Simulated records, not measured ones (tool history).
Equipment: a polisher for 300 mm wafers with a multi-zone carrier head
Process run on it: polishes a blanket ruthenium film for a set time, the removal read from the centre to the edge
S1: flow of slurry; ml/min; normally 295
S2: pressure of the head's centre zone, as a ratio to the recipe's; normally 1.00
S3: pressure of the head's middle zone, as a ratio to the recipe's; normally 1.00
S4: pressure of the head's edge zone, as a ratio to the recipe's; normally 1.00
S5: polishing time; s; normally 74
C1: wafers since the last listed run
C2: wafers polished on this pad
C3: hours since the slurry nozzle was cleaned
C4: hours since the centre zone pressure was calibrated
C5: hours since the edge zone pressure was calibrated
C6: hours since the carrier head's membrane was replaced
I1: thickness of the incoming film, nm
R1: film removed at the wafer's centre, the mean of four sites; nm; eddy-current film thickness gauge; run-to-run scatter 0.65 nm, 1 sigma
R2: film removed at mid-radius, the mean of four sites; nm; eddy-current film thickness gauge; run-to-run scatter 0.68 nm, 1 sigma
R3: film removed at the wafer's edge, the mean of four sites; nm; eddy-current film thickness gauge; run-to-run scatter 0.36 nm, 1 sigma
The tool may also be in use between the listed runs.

run,hour,S1,S2,S3,S4,S5,C1,C2,C3,C4,C5,C6,I1,R1,R2,R3
1,0.0,295,1.00,1.00,1.00,74,0,1261,863.8,436.7,270.7,1612.9,336.8,51.6,51.4,51.1
# hour 23.3: slurry nozzle cleaned
2,35.2,295,1.00,1.00,1.09,74,411,1672,11.9,471.9,305.9,1648.1,346.9,52.6,51.6,52.6
# hour 73.0: carrier head's membrane replaced by a new one
# hour 80.5: centre zone pressure recalibrated
3,96.0,295,1.00,1.00,1.00,74,647,2319,72.7,15.5,366.7,23.0,340.6,52.0,51.6,51.2
4,141.3,295,1.00,1.00,1.00,74,544,2864,118.0,60.8,412.0,68.3,340.8,51.6,51.2,51.3
5,188.5,295,1.00,1.00,1.00,57,567,3432,165.2,108.0,459.2,115.5,339.1,40.0,40.2,39.7
6,248.5,295,1.00,1.00,1.10,74,721,4153,225.2,168.0,519.2,175.5,340.0,51.8,51.6,53.4
# hour 259.1: worn pad replaced by a new one
7,313.2,295,1.00,1.00,1.00,74,730,650,289.9,232.7,583.9,240.2,339.4,52.1,51.9,50.9
8,340.5,360,1.00,1.00,1.00,90,328,978,317.2,260.0,611.2,267.5,342.1,62.8,64.4,62.0
9,384.5,295,1.04,0.94,1.09,85,529,1507,361.2,304.0,655.2,311.5,343.5,62.4,57.0,60.8
# hour 402.9: edge zone pressure recalibrated
10,427.0,295,1.00,1.04,1.10,74,487,1994,403.7,346.5,24.1,354.0,336.1,52.4,53.5,53.1
11,467.2,235,0.89,1.00,1.00,74,483,2478,443.9,386.7,64.3,394.2,337.4,45.2,51.4,50.8
12,537.7,295,1.00,1.00,0.95,60,847,3326,514.4,457.2,134.8,464.7,339.8,42.7,41.2,39.9
13,592.1,295,1.00,1.00,1.00,56,654,3980,568.8,511.6,189.2,519.1,336.6,39.0,40.3,38.7
# hour 611.5: centre zone pressure recalibrated
14,627.6,295,1.00,1.00,1.00,74,402,4383,604.3,16.1,224.7,554.6,339.4,51.9,51.2,51.6
# hour 642.6: worn pad replaced by a new one
15,675.5,295,1.00,1.05,1.00,63,527,395,652.2,64.0,272.6,602.5,339.1,43.7,46.8,43.7
16,731.2,295,1.00,1.00,1.00,74,669,1065,707.9,119.7,328.3,658.2,343.1,53.5,51.6,50.9
17,798.1,390,0.89,1.00,0.88,95,804,1870,774.8,186.6,395.2,725.1,336.5,61.3,69.2,63.6
18,864.3,295,1.00,1.00,1.11,74,796,2666,841.0,252.8,461.4,791.3,337.1,51.6,51.0,53.7
# hour 921.0: slurry nozzle cleaned
19,924.7,295,1.00,1.06,1.00,56,714,3380,3.7,313.2,521.8,851.7,338.6,39.2,40.5,38.9
20,960.5,295,1.00,1.00,1.05,74,430,3811,39.5,349.0,557.6,887.5,340.0,52.8,52.0,51.8
# hour 1019.7: worn pad replaced by a new one
21,1023.4,295,1.00,1.00,1.09,74,708,44,102.4,411.9,620.5,950.4,334.8,52.4,52.0,53.4

Branching from run 21: 5 alternative next runs. What would each branch give?
A,1023.8,295,1.00,1.00,1.00,74,4,49,102.8,412.3,620.9,950.8,343.0,?,?,?
B,1023.8,295,1.05,1.00,1.00,54,4,49,102.8,412.3,620.9,950.8,343.0,?,?,?
C,1023.8,295,1.00,1.11,1.00,74,4,49,102.8,412.3,620.9,950.8,343.0,?,?,?
D,1023.8,295,1.00,0.97,1.00,74,4,49,102.8,412.3,620.9,950.8,343.0,?,?,?
E,1023.8,390,1.00,1.00,1.00,74,4,49,102.8,412.3,620.9,950.8,343.0,?,?,?

run,R1,R2,R3
A,52.1,50.9,51.3
B,39.9,37.1,37.4
C,52.1,55.6,51.2
D,52.1,49.6,51.3
E,53.3,51.9,52.1
The same runs, with their run-to-run variation unchanged, on a tool lacking any hidden condition would have given:
run,R1,R2,R3
A,52.1,50.9,51.3
B,39.9,37.1,37.4
C,52.1,55.6,51.2
D,52.1,49.6,51.3
E,53.3,51.9,52.1
